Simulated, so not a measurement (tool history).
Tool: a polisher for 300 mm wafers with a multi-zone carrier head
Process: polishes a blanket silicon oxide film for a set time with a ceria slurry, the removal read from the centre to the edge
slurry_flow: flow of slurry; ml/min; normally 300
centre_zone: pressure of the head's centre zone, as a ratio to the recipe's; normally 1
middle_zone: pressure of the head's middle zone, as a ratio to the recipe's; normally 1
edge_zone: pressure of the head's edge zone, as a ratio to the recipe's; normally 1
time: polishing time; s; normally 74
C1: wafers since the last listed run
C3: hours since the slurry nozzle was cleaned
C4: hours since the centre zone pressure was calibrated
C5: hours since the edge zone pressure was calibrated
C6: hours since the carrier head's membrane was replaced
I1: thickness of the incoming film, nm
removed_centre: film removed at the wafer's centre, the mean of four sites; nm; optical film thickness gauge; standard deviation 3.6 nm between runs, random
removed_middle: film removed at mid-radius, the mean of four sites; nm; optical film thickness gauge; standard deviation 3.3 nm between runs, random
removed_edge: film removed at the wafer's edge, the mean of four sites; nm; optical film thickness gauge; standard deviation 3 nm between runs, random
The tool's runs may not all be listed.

Run 1, hour 0: usual settings but centre_zone 1.1, middle_zone 1.07, time 51 s; C1 0; wafers polished on this pad 745; C3 544.8; C4 1225.5; C5 1206.5; C6 44.1; I1 1730.3. Result: removed_centre 191.1 nm, removed_middle 194.3 nm, removed_edge 184.7 nm.
Run 2, hour 11: usual settings but centre_zone 0.91, middle_zone 0.94, time 50 s; C1 61; wafers polished on this pad 807; C3 555.8; C4 1236.5; C5 1217.5; C6 55.1; I1 1753.6. Result: removed_centre 159.2 nm, removed_middle 170.4 nm, removed_edge 179.1 nm.
At hour 24.7: centre zone pressure recalibrated.
Run 3, hour 28.1: usual settings; C1 84; wafers polished on this pad 892; C3 572.9; C4 3.4; C5 1234.6; C6 72.2; I1 1754.5. Result: removed_centre 252.6 nm, removed_middle 261.6 nm, removed_edge 266.5 nm.
Run 4, hour 39.2: usual settings; C1 62; wafers polished on this pad 955; C3 584; C4 14.5; C5 1245.7; C6 83.3; I1 1765.3. Result: removed_centre 259.4 nm, removed_middle 260 nm, removed_edge 268.2 nm.
Run 5, hour 55.9: usual settings; C1 93; wafers polished on this pad 1048; C3 600.7; C4 31.2; C5 1262.4; C6 100; I1 1759.1. Result: removed_centre 254 nm, removed_middle 265.4 nm, removed_edge 266.8 nm.
At hour 61.2: slurry nozzle cleaned.
At hour 64.1: worn pad replaced by a new one.
Run 6, hour 70.3: usual settings but centre_zone 0.9; C1 58; wafers polished on this pad 34; C3 9.1; C4 45.6; C5 1276.8; C6 114.4; I1 1717.3. Result: removed_centre 253.1 nm, removed_middle 281.6 nm, removed_edge 279.9 nm.
Run 7, hour 81.5: usual settings but middle_zone 1.1, edge_zone 1.07; C1 62; wafers polished on this pad 97; C3 20.3; C4 56.8; C5 1288; C6 125.6; I1 1737.6. Result: removed_centre 276.6 nm, removed_middle 301.9 nm, removed_edge 283.8 nm.
Run 8, hour 88.9: usual settings but slurry_flow 235 ml/min; C1 41; wafers polished on this pad 139; C3 27.7; C4 64.2; C5 1295.4; C6 133; I1 1787.2. Result: removed_centre 260.8 nm, removed_middle 268.7 nm, removed_edge 270.7 nm.
Run 9, hour 104.9: usual settings but slurry_flow 390 ml/min; C1 89; wafers polished on this pad 229; C3 43.7; C4 80.2; C5 1311.4; C6 149; I1 1749.6. Result: removed_centre 285.6 nm, removed_middle 285 nm, removed_edge 290.8 nm.
Run 10, hour 121.3: usual settings; C1 92; wafers polished on this pad 321; C3 60.1; C4 96.6; C5 1327.8; C6 165.4; I1 1743.4. Result: removed_centre 273.5 nm, removed_middle 276.6 nm, removed_edge 276.7 nm.
Run 11, hour 130.4: usual settings but middle_zone 0.97, time 92 s; C1 51; wafers polished on this pad 372; C3 69.2; C4 105.7; C5 1336.9; C6 174.5; I1 1741.2. Result: removed_centre 344.9 nm, removed_middle 334.8 nm, removed_edge 338 nm.
Run 12, hour 141.4: usual settings; C1 61; wafers polished on this pad 434; C3 80.2; C4 116.7; C5 1347.9; C6 185.5; I1 1786.9. Result: removed_centre 276.9 nm, removed_middle 281.6 nm, removed_edge 271.8 nm.
Run 13, hour 154.8: usual settings but centre_zone 0.93, time 89 s; C1 75; wafers polished on this pad 509; C3 93.6; C4 130.1; C5 1361.3; C6 198.9; I1 1743. Result: removed_centre 310.2 nm, removed_middle 329.8 nm, removed_edge 334.6 nm.
Run 14, hour 169.6: usual settings but centre_zone 0.89; C1 83; wafers polished on this pad 593; C3 108.4; C4 144.9; C5 1376.1; C6 213.7; I1 1769.8. Result: removed_centre 255.1 nm, removed_middle 275.5 nm, removed_edge 280.9 nm.
At hour 181.8: edge zone pressure recalibrated.
Run 15, hour 215.1: usual settings; C1 244; wafers polished on this pad 837; C3 153.9; C4 190.4; C5 33.3; C6 259.2; I1 1769. Result: removed_centre 272.8 nm, removed_middle 279.6 nm, removed_edge 275.6 nm.
Run 16, hour 227.9: usual settings; C1 71; wafers polished on this pad 909; C3 166.7; C4 203.2; C5 46.1; C6 272; I1 1740.9. Result: removed_centre 274.6 nm, removed_middle 274.1 nm, removed_edge 278.3 nm.
At hour 244.1: worn pad replaced by a new one.
Run 17, hour 244.6: usual settings but slurry_flow 370 ml/min, time 63 s; C1 71; wafers polished on this pad 2; C3 183.4; C4 219.9; C5 62.8; C6 288.7; I1 1736.1. Result: removed_centre 243.9 nm, removed_middle 245.2 nm, removed_edge 239 nm.
Run 18, hour 260.9: usual settings; C1 91; wafers polished on this pad 94; C3 199.7; C4 236.2; C5 79.1; C6 305; I1 1739.4. Result: removed_centre 269.3 nm, removed_middle 280.3 nm, removed_edge 276 nm.
Run 19, hour 275.2: usual settings but slurry_flow 240 ml/min, centre_zone 1.06, middle_zone 0.97, time 54 s; C1 80; wafers polished on this pad 174; C3 214; C4 250.5; C5 93.4; C6 319.3; I1 1757.5. Result: removed_centre 206.8 nm, removed_middle 192.5 nm, removed_edge 200.1 nm.
Run 20, hour 288.7: usual settings but slurry_flow 375 ml/min, edge_zone 1.06, time 96 s; C1 75; wafers polished on this pad 250; C3 227.5; C4 264; C5 106.9; C6 332.8; I1 1772.1. Result: removed_centre 365.4 nm, removed_middle 374.2 nm, removed_edge 375.6 nm.
Run 21, hour 308.8: usual settings; C1 113; wafers polished on this pad 363; C3 247.6; C4 284.1; C5 127; C6 352.9; I1 1745.5. Result: removed_centre 275.4 nm, removed_middle 273.5 nm, removed_edge 272.4 nm.
Run 22, hour 317: usual settings but time 83 s; C1 46; wafers polished on this pad 410; C3 255.8; C4 292.3; C5 135.2; C6 361.1; I1 1732.3. Result: removed_centre 305.7 nm, removed_middle 314.7 nm, removed_edge 316.2 nm.
Run 23, hour 334.7: usual settings; C1 99; wafers polished on this pad 509; C3 273.5; C4 310; C5 152.9; C6 378.8; I1 1743.7. Result: removed_centre 270.6 nm, removed_middle 277.6 nm, removed_edge 279.2 nm.

Selected run-to-run steps in removed_centre, each split into two signed amounts: the part the tool would show with no hidden state at all (from settings, incoming material and random variation), and the remainder, which goes to the hidden state together with any gauge scatter not common to the measured and the hidden-state-free results:
Unlogged tool condition in this case: removal rate lost through wear of the pad, %; slurry flow missing at the pad, %; deviation of the centre zone's pressure from its setpoint, %; deviation of the edge zone's pressure from its setpoint, %.
Run 2 -> 3: centre_zone 0.91 -> 1, middle_zone 0.94 -> 1, time 50 -> 74, centre zone pressure recalibrated. removed_centre +93.4 nm: hidden state -7.6, all else +101.
Run 5 -> 6: centre_zone 1 -> 0.9, slurry nozzle cleaned, worn pad replaced by a new one. removed_centre -0.9 nm: hidden state +20.6, all else -21.5.
Run 19 -> 20: slurry_flow 240 -> 375, centre_zone 1.06 -> 1, middle_zone 0.97 -> 1, edge_zone 1 -> 1.06, time 54 -> 96. removed_centre +158.6 nm: hidden state -0.3, all else +158.9.

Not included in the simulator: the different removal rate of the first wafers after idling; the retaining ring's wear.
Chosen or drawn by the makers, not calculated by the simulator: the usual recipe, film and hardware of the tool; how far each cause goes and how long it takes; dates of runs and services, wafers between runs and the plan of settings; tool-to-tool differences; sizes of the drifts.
